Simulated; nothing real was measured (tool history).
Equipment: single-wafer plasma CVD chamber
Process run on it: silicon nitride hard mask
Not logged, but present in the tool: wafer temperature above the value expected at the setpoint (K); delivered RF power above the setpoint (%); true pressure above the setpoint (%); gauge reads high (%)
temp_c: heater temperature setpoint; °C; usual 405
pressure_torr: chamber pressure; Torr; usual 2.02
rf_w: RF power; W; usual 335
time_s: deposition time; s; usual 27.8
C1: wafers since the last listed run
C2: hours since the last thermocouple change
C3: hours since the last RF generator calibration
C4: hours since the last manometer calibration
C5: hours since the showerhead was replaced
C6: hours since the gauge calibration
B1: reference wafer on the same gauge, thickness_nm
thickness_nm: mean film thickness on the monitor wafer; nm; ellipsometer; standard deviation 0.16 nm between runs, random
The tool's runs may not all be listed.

Run 1, day 0.000: usual settings but time_s 32.1 s; C1 0; C2 791.6; C3 338.9; C4 1917.4; C5 4242.4; C6 185.0; B1 31.571. Result: thickness_nm 43.431 nm.
Run 2, day 2.667: usual settings but rf_w 365 W; C1 1417; C2 855.6; C3 402.9; C4 1981.4; C5 4306.4; C6 249.0; B1 31.467. Result: thickness_nm 39.268 nm.
Run 3, day 4.958: usual settings but rf_w 365 W; C1 1218; C2 910.6; C3 457.9; C4 2036.4; C5 4361.4; C6 304.0; B1 31.347. Result: thickness_nm 38.957 nm.
Run 4, day 5.975: usual settings but rf_w 365 W; C1 540; C2 935.0; C3 482.3; C4 2060.8; C5 4385.8; C6 328.4; B1 31.269. Result: thickness_nm 38.973 nm.
Run 5, day 8.321: usual settings; C1 1246; C2 991.3; C3 538.6; C4 2117.1; C5 4442.1; C6 384.7; B1 31.278. Result: thickness_nm 37.206 nm.
Run 6, day 10.417: usual settings but time_s 29.1 s; C1 1114; C2 1041.6; C3 588.9; C4 2167.4; C5 4492.4; C6 435.0; B1 31.172. Result: thickness_nm 38.934 nm.
Run 7, day 11.475: usual settings but time_s 29.1 s; C1 562; C2 1067.0; C3 614.3; C4 2192.8; C5 4517.8; C6 460.4; B1 31.209. Result: thickness_nm 39.061 nm.
Run 8, day 13.100: usual settings; C1 863; C2 1106.0; C3 653.3; C4 2231.8; C5 4556.8; C6 499.4; B1 31.204. Result: thickness_nm 37.390 nm.
Run 9, day 14.617: usual settings; C1 806; C2 1142.4; C3 689.7; C4 2268.2; C5 4593.2; C6 535.8; B1 31.207. Result: thickness_nm 37.205 nm.
Run 10, day 17.000: usual settings but temp_c 410 °C, rf_w 380 W; C1 1266; C2 1199.6; C3 746.9; C4 2325.4; C5 4650.4; C6 593.0; B1 31.132. Result: thickness_nm 39.158 nm.
Run 11, day 19.738: usual settings but temp_c 410 °C, rf_w 380 W; C1 1455; C2 1265.3; C3 812.6; C4 2391.1; C5 4716.1; C6 658.7; B1 31.135. Result: thickness_nm 39.368 nm.
Run 12, day 21.412: usual settings but temp_c 410 °C, rf_w 380 W; C1 890; C2 1305.5; C3 852.8; C4 2431.3; C5 4756.3; C6 698.9; B1 31.058. Result: thickness_nm 39.068 nm.
Run 13, day 22.642: usual settings but temp_c 412 °C, pressure_torr 1.83 Torr; C1 653; C2 1335.0; C3 882.3; C4 2460.8; C5 4785.8; C6 728.4; B1 31.062. Result: thickness_nm 36.182 nm.
Run 14, day 23.654: usual settings but rf_w 400 W; C1 538; C2 1359.3; C3 906.6; C4 2485.1; C5 4810.1; C6 752.7; B1 30.983. Result: thickness_nm 40.189 nm.
Run 15, day 25.958: usual settings but temp_c 409 °C, pressure_torr 2.34 Torr, rf_w 400 W; C1 1224; C2 1414.6; C3 961.9; C4 2540.4; C5 4865.4; C6 808.0; B1 31.006. Result: thickness_nm 41.344 nm.
At day 26.375: gauge calibrated.
Run 16, day 27.950: usual settings but temp_c 399 °C, pressure_torr 1.88 Torr, rf_w 390 W; C1 1058; C2 1462.4; C3 1009.7; C4 2588.2; C5 4913.2; C6 37.8; B1 31.940. Result: thickness_nm 40.192 nm.
At day 29.462: showerhead replaced.
At day 29.646: thermocouple changed; heater temperature recalibrated.
Run 17, day 29.738: usual settings but temp_c 409 °C, pressure_torr 1.74 Torr; C1 674; C2 2.2; C3 1052.6; C4 2631.1; C5 6.6; C6 80.7; B1 31.851. Result: thickness_nm 36.878 nm.
At day 31.979: RF generator calibrated.
Run 18, day 32.108: usual settings but pressure_torr 1.53 Torr, rf_w 400 W, time_s 23.1 s; C1 1083; C2 59.1; C3 3.1; C4 2688.0; C5 63.5; C6 137.6; B1 31.706. Result: thickness_nm 32.095 nm.
At day 34.188: capacitance manometer re-zeroed and calibrated.
Run 19, day 35.017: usual settings; C1 1368; C2 128.9; C3 72.9; C4 19.9; C5 133.3; C6 207.4; B1 31.479. Result: thickness_nm 37.844 nm.
Run 20, day 37.508: usual settings but temp_c 410 °C, pressure_torr 1.66 Torr, time_s 30.6 s; C1 1324; C2 188.7; C3 132.7; C4 79.7; C5 193.1; C6 267.2; B1 31.325. Result: thickness_nm 39.621 nm.
Run 21, day 38.646: usual settings; C1 604; C2 216.0; C3 160.0; C4 107.0; C5 220.4; C6 294.5; B1 31.374. Result: thickness_nm 37.710 nm.
Run 22, day 40.567: usual settings but pressure_torr 2.30 Torr, rf_w 315 W; C1 1021; C2 262.1; C3 206.1; C4 153.1; C5 266.5; C6 340.6; B1 31.314. Result: thickness_nm 37.652 nm.
Run 23, day 42.571: usual settings but temp_c 415 °C, pressure_torr 1.55 Torr, rf_w 390 W, time_s 29.4 s; C1 1065; C2 310.2; C3 254.2; C4 201.2; C5 314.6; C6 388.7; B1 31.276. Result: thickness_nm 39.540 nm.
Run 24, day 45.433: usual settings but temp_c 394 °C, pressure_torr 2.24 Torr, rf_w 310 W; C1 1521; C2 378.9; C3 322.9; C4 269.9; C5 383.3; C6 457.4; B1 31.215. Result: thickness_nm 37.122 nm.
Run 25, day 48.279: usual settings but pressure_torr 2.19 Torr, time_s 24.3 s; C1 1512; C2 447.2; C3 391.2; C4 338.2; C5 451.6; C6 525.7; B1 31.174. Result: thickness_nm 33.111 nm.

3 options for the next run, each taken on its own from the tool as it stands now. Forecast them:
Run A, day 48.296: usual settings but rf_w 285 W; C1 8; C2 447.6; C3 391.6; C4 338.6; C5 452.0; C6 526.1; B1 ?. Result: thickness_nm ?.
Run B, day 48.296: usual settings but pressure_torr 2.18 Torr; C1 8; C2 447.6; C3 391.6; C4 338.6; C5 452.0; C6 526.1; B1 ?. Result: thickness_nm ?.
Run C, day 48.296: usual settings but rf_w 275 W; C1 8; C2 447.6; C3 391.6; C4 338.6; C5 452.0; C6 526.1; B1 ?. Result: thickness_nm ?.

run      B1  thickness_nm
  A  31.122        34.580
  B  31.122        37.755
  C  31.122        34.048
Had the tool no hidden state, the same runs would have come out as:
run  thickness_nm
  A        35.741
  B        39.023
  C        35.191
